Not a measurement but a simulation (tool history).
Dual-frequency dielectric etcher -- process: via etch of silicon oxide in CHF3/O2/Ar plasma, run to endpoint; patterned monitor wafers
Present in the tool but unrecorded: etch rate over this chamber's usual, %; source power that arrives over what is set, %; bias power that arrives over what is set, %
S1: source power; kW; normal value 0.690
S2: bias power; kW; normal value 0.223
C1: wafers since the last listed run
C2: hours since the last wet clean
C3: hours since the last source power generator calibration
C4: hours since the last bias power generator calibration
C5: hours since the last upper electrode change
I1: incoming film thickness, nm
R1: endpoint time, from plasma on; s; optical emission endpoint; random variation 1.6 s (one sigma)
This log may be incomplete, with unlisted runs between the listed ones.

Run 1, hour 0.0: usual settings; C1 0; C2 211.9; C3 3504.6; C4 2199.8; C5 992.2; I1 586.9. Result: R1 249.2 s.
Run 2, hour 154.3: usual settings; C1 911; C2 366.2; C3 3658.9; C4 2354.1; C5 1146.5; I1 587.8. Result: R1 253.4 s.
Run 3, hour 222.9: usual settings; C1 405; C2 434.8; C3 3727.5; C4 2422.7; C5 1215.1; I1 588.9. Result: R1 254.1 s.
Run 4, hour 271.7: usual settings but S1 0.730 kW; C1 288; C2 483.6; C3 3776.3; C4 2471.5; C5 1263.9; I1 593.0. Result: R1 253.0 s.
At hour 314.7: wet clean of the chamber.
Run 5, hour 315.2: usual settings but S1 0.730 kW; C1 115; C2 0.5; C3 3819.8; C4 2515.0; C5 1307.4; I1 589.0. Result: R1 236.5 s.
Run 6, hour 341.0: usual settings but S1 0.730 kW; C1 152; C2 26.3; C3 3845.6; C4 2540.8; C5 1333.2; I1 592.0. Result: R1 238.5 s.
Run 7, hour 401.3: usual settings; C1 356; C2 86.6; C3 3905.9; C4 2601.1; C5 1393.5; I1 584.2. Result: R1 243.5 s.
Run 8, hour 447.3: usual settings; C1 271; C2 132.6; C3 3951.9; C4 2647.1; C5 1439.5; I1 594.7. Result: R1 250.3 s.
At hour 451.7: bias power generator calibrated.
Run 9, hour 478.0: usual settings; C1 157; C2 163.3; C3 3982.6; C4 26.3; C5 1470.2; I1 588.9. Result: R1 250.3 s.
At hour 482.3: source power generator calibrated.
Run 10, hour 535.1: usual settings but S2 0.192 kW; C1 313; C2 220.4; C3 52.8; C4 83.4; C5 1527.3; I1 594.2. Result: R1 265.7 s.
Run 11, hour 572.7: usual settings; C1 222; C2 258.0; C3 90.4; C4 121.0; C5 1564.9; I1 595.7. Result: R1 253.7 s.
Run 12, hour 626.0: usual settings but S1 0.740 kW, S2 0.247 kW; C1 314; C2 311.3; C3 143.7; C4 174.3; C5 1618.2; I1 587.7. Result: R1 239.3 s.
Run 13, hour 663.3: usual settings; C1 220; C2 348.6; C3 181.0; C4 211.6; C5 1655.5; I1 587.5. Result: R1 253.1 s.
Run 14, hour 740.6: usual settings but S1 0.800 kW, S2 0.269 kW; C1 456; C2 425.9; C3 258.3; C4 288.9; C5 1732.8; I1 591.2. Result: R1 229.1 s.
At hour 825.6: upper electrode replaced.
At hour 839.9: wet clean of the chamber.
Run 15, hour 840.4: usual settings; C1 363; C2 0.5; C3 358.1; C4 388.7; C5 14.8; I1 590.3. Result: R1 244.2 s.
Run 16, hour 858.5: usual settings but S1 0.740 kW, S2 0.265 kW; C1 106; C2 18.6; C3 376.2; C4 406.8; C5 32.9; I1 583.8. Result: R1 224.4 s.
Run 17, hour 898.6: usual settings but S1 0.550 kW, S2 0.172 kW; C1 236; C2 58.7; C3 416.3; C4 446.9; C5 73.0; I1 591.0. Result: R1 295.4 s.
Run 18, hour 959.2: usual settings but S1 0.800 kW, S2 0.275 kW; C1 358; C2 119.3; C3 476.9; C4 507.5; C5 133.6; I1 596.9. Result: R1 219.2 s.
Run 19, hour 1017.7: usual settings but S1 0.520 kW, S2 0.181 kW; C1 345; C2 177.8; C3 535.4; C4 566.0; C5 192.1; I1 592.8. Result: R1 305.2 s.
Run 20, hour 1047.3: usual settings but S1 0.790 kW, S2 0.170 kW; C1 174; C2 207.4; C3 565.0; C4 595.6; C5 221.7; I1 586.1. Result: R1 261.6 s.
Run 21, hour 1090.4: usual settings but S2 0.206 kW; C1 254; C2 250.5; C3 608.1; C4 638.7; C5 264.8; I1 589.1. Result: R1 257.2 s.

Hidden state at the last listed run before each entry between runs and at the first one after, where it differs:
From run 4 to run 5: wet clean of the chamber (hour 314.7)
  etch rate over this chamber's usual, %: -4.27 -> 0.14
  the result without the hidden state subtracted from the measured one, R1: +10.8 -> -0.3 s
From run 8 to run 9: bias power generator calibrated (hour 451.7)
  etch rate over this chamber's usual, %: -1.05 -> -1.32
  the result without the hidden state subtracted from the measured one, R1: +2.6 -> +3.3 s
From run 9 to run 10: source power generator calibrated (hour 482.3)
  etch rate over this chamber's usual, %: -1.32 -> -1.84
  the result without the hidden state subtracted from the measured one, R1: +3.3 -> +4.9 s
From run 14 to run 15: upper electrode replaced (hour 825.6); wet clean of the chamber (hour 839.9)
  etch rate over this chamber's usual, %: -3.69 -> -0.234
  the result without the hidden state subtracted from the measured one, R1: +8.5 -> +0.5 s
